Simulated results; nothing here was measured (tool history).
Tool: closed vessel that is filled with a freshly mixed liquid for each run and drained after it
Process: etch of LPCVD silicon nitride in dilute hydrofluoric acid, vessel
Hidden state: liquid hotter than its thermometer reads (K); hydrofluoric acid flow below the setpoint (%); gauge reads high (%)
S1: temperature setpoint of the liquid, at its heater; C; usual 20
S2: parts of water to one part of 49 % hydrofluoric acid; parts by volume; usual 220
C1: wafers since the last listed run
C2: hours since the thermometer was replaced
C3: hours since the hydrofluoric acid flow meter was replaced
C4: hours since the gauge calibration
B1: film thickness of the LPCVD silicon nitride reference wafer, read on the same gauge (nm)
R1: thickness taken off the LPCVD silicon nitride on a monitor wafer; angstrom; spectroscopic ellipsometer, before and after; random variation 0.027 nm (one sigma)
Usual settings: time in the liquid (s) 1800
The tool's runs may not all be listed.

{"run": 1, "day": 0.0, "S1": 20, "S2": 220, "time in the liquid (s)": 1800, "C1": 0, "C2": 1758, "C3": 1551.5, "C4": 1431, "B1": 70.013, "R1": 31.81}
{"run": 2, "day": 2.229, "S1": 20, "S2": 220, "time in the liquid (s)": 1800, "C1": 2150, "C2": 1811.5, "C3": 1605, "C4": 1484.5, "B1": 69.97, "R1": 32.34}
{"run": 3, "day": 6.704, "S1": 20, "S2": 220, "time in the liquid (s)": 1800, "C1": 4317, "C2": 1918.9, "C3": 1712.4, "C4": 1591.9, "B1": 69.997, "R1": 31.29}
{"run": 4, "day": 10.946, "S1": 20, "S2": 220, "time in the liquid (s)": 1800, "C1": 4092, "C2": 2020.7, "C3": 1814.2, "C4": 1693.7, "B1": 70.026, "R1": 32.01}
{"run": 5, "day": 15.329, "S1": 20, "S2": 220, "time in the liquid (s)": 1800, "C1": 4229, "C2": 2125.9, "C3": 1919.4, "C4": 1798.9, "B1": 70.021, "R1": 31.84}
{"run": 6, "day": 17.246, "S1": 20, "S2": 220, "time in the liquid (s)": 1800, "C1": 1849, "C2": 2171.9, "C3": 1965.4, "C4": 1844.9, "B1": 69.975, "R1": 31.6}
{"run": 7, "day": 19.117, "S1": 20, "S2": 220, "time in the liquid (s)": 1800, "C1": 1805, "C2": 2216.8, "C3": 2010.3, "C4": 1889.8, "B1": 69.983, "R1": 31.72}
{"run": 8, "day": 21.638, "S1": 20, "S2": 220, "time in the liquid (s)": 1800, "C1": 2432, "C2": 2277.3, "C3": 2070.8, "C4": 1950.3, "B1": 69.977, "R1": 31.12}
{"run": 9, "day": 25.358, "S1": 17, "S2": 220, "time in the liquid (s)": 1800, "C1": 3590, "C2": 2366.6, "C3": 2160.1, "C4": 2039.6, "B1": 69.984, "R1": 25.68}
{"run": 10, "day": 27.921, "S1": 17, "S2": 220, "time in the liquid (s)": 1800, "C1": 2472, "C2": 2428.1, "C3": 2221.6, "C4": 2101.1, "B1": 69.987, "R1": 26.04}
{"day": 28.021, "done": "hydrofluoric acid flow meter replaced"}
{"day": 28.1, "done": "thermometer replaced"}
{"run": 11, "day": 30.246, "S1": 20, "S2": 220, "time in the liquid (s)": 1800, "C1": 2162, "C2": 51.5, "C3": 53.4, "C4": 2156.9, "B1": 70, "R1": 34.62}
{"day": 30.504, "done": "gauge calibrated"}
{"run": 12, "day": 41.583, "S1": 20, "S2": 250, "time in the liquid (s)": 1800, "C1": 10938, "C2": 323.6, "C3": 325.5, "C4": 265.9, "B1": 70.018, "R1": 29.41}
{"run": 13, "day": 43.742, "S1": 20, "S2": 305, "time in the liquid (s)": 1800, "C1": 2082, "C2": 375.4, "C3": 377.3, "C4": 317.7, "B1": 69.976, "R1": 24.5}
{"run": 14, "day": 46.267, "S1": 20, "S2": 220, "time in the liquid (s)": 1800, "C1": 2436, "C2": 436, "C3": 437.9, "C4": 378.3, "B1": 69.994, "R1": 33.33}

The next listed run, before its measurement:
{"run": 15, "day": 50.642, "S1": 22, "S2": 220, "time in the liquid (s)": 1800, "C1": 4221, "C2": 541, "C3": 542.9, "C4": 483.3, "B1": "?", "R1": "?"}

B1: 70.048
R1: 38.43 angstrom
Without the tool's hidden state the same run would have given R1 39.44 angstrom.

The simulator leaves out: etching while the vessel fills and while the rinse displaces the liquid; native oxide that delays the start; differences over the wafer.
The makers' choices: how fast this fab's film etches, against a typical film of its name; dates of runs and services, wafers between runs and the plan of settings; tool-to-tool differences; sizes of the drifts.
